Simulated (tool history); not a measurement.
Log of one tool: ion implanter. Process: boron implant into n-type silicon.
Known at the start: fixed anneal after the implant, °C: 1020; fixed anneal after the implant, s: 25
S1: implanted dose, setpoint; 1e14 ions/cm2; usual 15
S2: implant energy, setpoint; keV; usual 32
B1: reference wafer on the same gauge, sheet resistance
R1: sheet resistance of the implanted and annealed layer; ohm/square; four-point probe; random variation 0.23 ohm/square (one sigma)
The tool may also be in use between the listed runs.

run,hour,S1,S2,B1,R1
1,0,15,32,103.53,85.23
2,11.1,15,32,103.74,85.41
3,28.9,12.37,26,103.56,100.77
4,39,12.37,26,103.55,101.12
5,54,12.37,26,103.72,100.67
6,63.5,15,37,103.5,84.13
7,79.3,15,37,103.55,83.97
8,95.4,15,36,103.63,84.05
9,112.6,15,36,103.67,84.18
10,164.4,15,36,103.63,85.67
11,179.5,13.15,39,103.62,95.48
12,189.1,13.15,39,103.53,95.21
13,204,13.15,39,103.63,95.48
14,217.5,15,36.5,103.52,85.61
15,230.8,15,32,103.65,86.46
16,250.4,12.53,22,103.57,103.06
17,262.1,12.54,32,103.78,100.88
18,276.7,16.82,42.5,103.62,77.24
19,289.9,15,28.5,103.59,87.23
20,303.7,16.72,36.5,103.49,78.35
21,310.5,18.55,32,103.6,73.17
22,321.7,11.61,39.5,103.61,105.4
23,328.5,11.85,37.5,103.62,104.33
24,344.5,16.56,22.5,103.55,83.29
25,354,18.42,39.5,103.61,71.8
26,362.5,15,32,103.58,86.52
27,384.7,15,32,103.53,86.8
28,385,12.81,43,103.51,96.91
29,393.3,13.61,32,103.44,93.46
30,409,15,23.5,103.64,89.18
31,459.2,15,38.5,103.58,85.18
32,475.5,12.09,38.5,103.6,102.23
33,483.8,16.69,27.5,103.52,80.73
34,493.8,10.67,42.5,103.5,111.91
35,505.6,18.36,37.5,103.56,72.44
36,514.7,19.46,40.5,103.54,68.46
37,532,15,32,103.68,86.56
38,540.1,15,32,103.57,86.72

Taken out of this log: 3 entries between the listed runs. Where each belongs, and how the hidden state differs across it:
Between runs 9 and 10: Faraday cup replaced and dose calibrated (hour 163.9)
  deviation of the true dose from the Faraday cup's reading, %: 3.08 -> 0.271
  measured less the result without the state, R1: -2.15 -> -0.2 ohm/square
Between runs 12 and 13: gauge calibrated (hour 193.9)
  deviation of the true dose from the Faraday cup's reading, %: 0.273 -> 0.276
  measured less the result without the state, R1: -0.22 -> -0.22 ohm/square
Between runs 26 and 27: extraction supply calibrated (hour 384.2)
  deviation of the true dose from the Faraday cup's reading, %: 0.386 -> 0.414
  measured less the result without the state, R1: -0.27 -> -0.29 ohm/square
